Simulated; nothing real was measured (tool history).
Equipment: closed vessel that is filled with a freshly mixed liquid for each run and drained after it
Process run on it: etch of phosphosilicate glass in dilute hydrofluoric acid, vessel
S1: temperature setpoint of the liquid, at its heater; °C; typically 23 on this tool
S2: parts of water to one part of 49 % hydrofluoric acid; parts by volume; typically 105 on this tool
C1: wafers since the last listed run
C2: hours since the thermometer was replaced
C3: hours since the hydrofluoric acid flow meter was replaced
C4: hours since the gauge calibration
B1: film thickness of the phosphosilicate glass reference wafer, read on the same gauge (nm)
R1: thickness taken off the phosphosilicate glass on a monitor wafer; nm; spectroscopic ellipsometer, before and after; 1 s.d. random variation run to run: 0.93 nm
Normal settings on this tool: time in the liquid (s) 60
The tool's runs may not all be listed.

Run 1, hour 0: usual settings; C1 0; C2 160.6; C3 749.8; C4 986; B1 70.02. Result: R1 95.84 nm.
Run 2, hour 55.6: usual settings; C1 8344; C2 216.2; C3 805.4; C4 1041.6; B1 70. Result: R1 97.45 nm.
Run 3, hour 81.9: usual settings but S2 65 parts by volume, time in the liquid (s) 75; C1 3947; C2 242.5; C3 831.7; C4 1067.9; B1 70. Result: R1 203.7 nm.
Run 4, hour 112.5: usual settings; C1 4592; C2 273.1; C3 862.3; C4 1098.5; B1 69.95. Result: R1 95.92 nm.
Run 5, hour 177.4: usual settings; C1 9740; C2 338; C3 927.2; C4 1163.4; B1 69.99. Result: R1 96.4 nm.
Run 6, hour 213.8: usual settings but S1 22 °C; C1 5462; C2 374.4; C3 963.6; C4 1199.8; B1 69.98. Result: R1 89.6 nm.
Run 7, hour 256.4: usual settings but S1 22 °C; C1 6393; C2 417; C3 1006.2; C4 1242.4; B1 70.02. Result: R1 89.4 nm.
Run 8, hour 405.6: usual settings but time in the liquid (s) 50; C1 22391; C2 566.2; C3 1155.4; C4 1391.6; B1 70.02. Result: R1 77.56 nm.
Run 9, hour 471.2: usual settings; C1 9845; C2 631.8; C3 1221; C4 1457.2; B1 69.99. Result: R1 95.59 nm.
Run 10, hour 500.3: usual settings; C1 4367; C2 660.9; C3 1250.1; C4 1486.3; B1 70.04. Result: R1 93.68 nm.
Run 11, hour 538.3: usual settings; C1 5702; C2 698.9; C3 1288.1; C4 1524.3; B1 69.97. Result: R1 93.71 nm.
Run 12, hour 573.8: usual settings; C1 5327; C2 734.4; C3 1323.6; C4 1559.8; B1 69.98. Result: R1 91.21 nm.
Run 13, hour 643.2: usual settings but S1 25.5 °C; C1 10415; C2 803.8; C3 1393; C4 1629.2; B1 70.01. Result: R1 101.97 nm.
Run 14, hour 692.4: usual settings but S1 25 °C, S2 150 parts by volume, time in the liquid (s) 75; C1 7383; C2 853; C3 1442.2; C4 1678.4; B1 70. Result: R1 81.41 nm.
Run 15, hour 738.6: usual settings; C1 6933; C2 899.2; C3 1488.4; C4 1724.6; B1 70. Result: R1 90.29 nm.
At hour 762.8: gauge calibrated.
Run 16, hour 797.1: usual settings but S1 26 °C, time in the liquid (s) 70; C1 8779; C2 957.7; C3 1546.9; C4 34.3; B1 70.04. Result: R1 119.98 nm.
Run 17, hour 826.4: usual settings; C1 4397; C2 987; C3 1576.2; C4 63.6; B1 70. Result: R1 91.84 nm.
Run 18, hour 895.7: usual settings but S1 24.5 °C, S2 85 parts by volume, time in the liquid (s) 80; C1 10400; C2 1056.3; C3 1645.5; C4 132.9; B1 69.99. Result: R1 162.68 nm.
Run 19, hour 933.3: usual settings but S1 27 °C, S2 85 parts by volume, time in the liquid (s) 40; C1 5642; C2 1093.9; C3 1683.1; C4 170.5; B1 70. Result: R1 90.49 nm.
Run 20, hour 976.4: usual settings but S1 18 °C, S2 55 parts by volume, time in the liquid (s) 40; C1 6468; C2 1137; C3 1726.2; C4 213.6; B1 69.99. Result: R1 97.35 nm.
Run 21, hour 1048: usual settings but time in the liquid (s) 45; C1 10745; C2 1208.6; C3 1797.8; C4 285.2; B1 70.02. Result: R1 66.97 nm.
At hour 1076.8: thermometer replaced.
Run 22, hour 1117.3: usual settings but time in the liquid (s) 35; C1 10250; C2 40.5; C3 1867.1; C4 354.5; B1 69.99. Result: R1 56.82 nm.
Run 23, hour 1272.1: usual settings but S1 19.5 °C, S2 135 parts by volume, time in the liquid (s) 85; C1 23232; C2 195.3; C3 2021.9; C4 509.3; B1 69.99. Result: R1 89.95 nm.
At hour 1322.3: hydrofluoric acid flow meter replaced.
Run 24, hour 1328.2: usual settings but S1 18.5 °C; C1 8269; C2 251.4; C3 5.9; C4 565.4; B1 69.98. Result: R1 81.52 nm.
Run 25, hour 1353.1: usual settings; C1 3736; C2 276.3; C3 30.8; C4 590.3; B1 69.95. Result: R1 96.96 nm.
Run 26, hour 1392.8: usual settings; C1 5958; C2 316; C3 70.5; C4 630; B1 70.01. Result: R1 96.04 nm.
Run 27, hour 1445.3: usual settings but S1 20.5 °C, time in the liquid (s) 85; C1 7879; C2 368.5; C3 123; C4 682.5; B1 70.02. Result: R1 121.55 nm.
Run 28, hour 1621.1: usual settings but S1 19 °C, S2 60 parts by volume, time in the liquid (s) 75; C1 26383; C2 544.3; C3 298.8; C4 858.3; B1 70.03. Result: R1 187.56 nm.
Run 29, hour 1664: usual settings but time in the liquid (s) 95; C1 6438; C2 587.2; C3 341.7; C4 901.2; B1 70.02. Result: R1 149.79 nm.
Run 30, hour 1700.5: usual settings but S2 130 parts by volume, time in the liquid (s) 30; C1 5477; C2 623.7; C3 378.2; C4 937.7; B1 70.02. Result: R1 37.13 nm.
Run 31, hour 1726: usual settings but S1 19.5 °C, S2 135 parts by volume; C1 3826; C2 649.2; C3 403.7; C4 963.2; B1 70.05. Result: R1 60.45 nm.

Consider 5 possible next runs. They are alternatives, not a sequence: every one starts from the tool as it was left by run 31. What does each give?
Run A, hour 1726.7: usual settings but time in the liquid (s) 30; C1 105; C2 649.9; C3 404.4; C4 963.9; B1 ?. Result: R1 ?.
Run B, hour 1726.7: usual settings but S1 26 °C, S2 80 parts by volume, time in the liquid (s) 75; C1 105; C2 649.9; C3 404.4; C4 963.9; B1 ?. Result: R1 ?.
Run C, hour 1726.7: usual settings but S1 18.5 °C, time in the liquid (s) 85; C1 105; C2 649.9; C3 404.4; C4 963.9; B1 ?. Result: R1 ?.
Run D, hour 1726.7: usual settings but S1 21.5 °C; C1 105; C2 649.9; C3 404.4; C4 963.9; B1 ?. Result: R1 ?.
Run E, hour 1726.7: usual settings but S1 25.5 °C, S2 90 parts by volume, time in the liquid (s) 30; C1 105; C2 649.9; C3 404.4; C4 963.9; B1 ?. Result: R1 ?.

run     B1      R1
  A  70.02      47
  B  70.02  179.33
  C  70.02  110.65
  D  70.02   88.45
  E  70.02   61.71
The same runs, with their run-to-run variation unchanged, on a tool lacking any hidden condition would have given:
run      R1
  A   49.55
  B  188.99
  C  116.92
  D   93.32
  E   65.03

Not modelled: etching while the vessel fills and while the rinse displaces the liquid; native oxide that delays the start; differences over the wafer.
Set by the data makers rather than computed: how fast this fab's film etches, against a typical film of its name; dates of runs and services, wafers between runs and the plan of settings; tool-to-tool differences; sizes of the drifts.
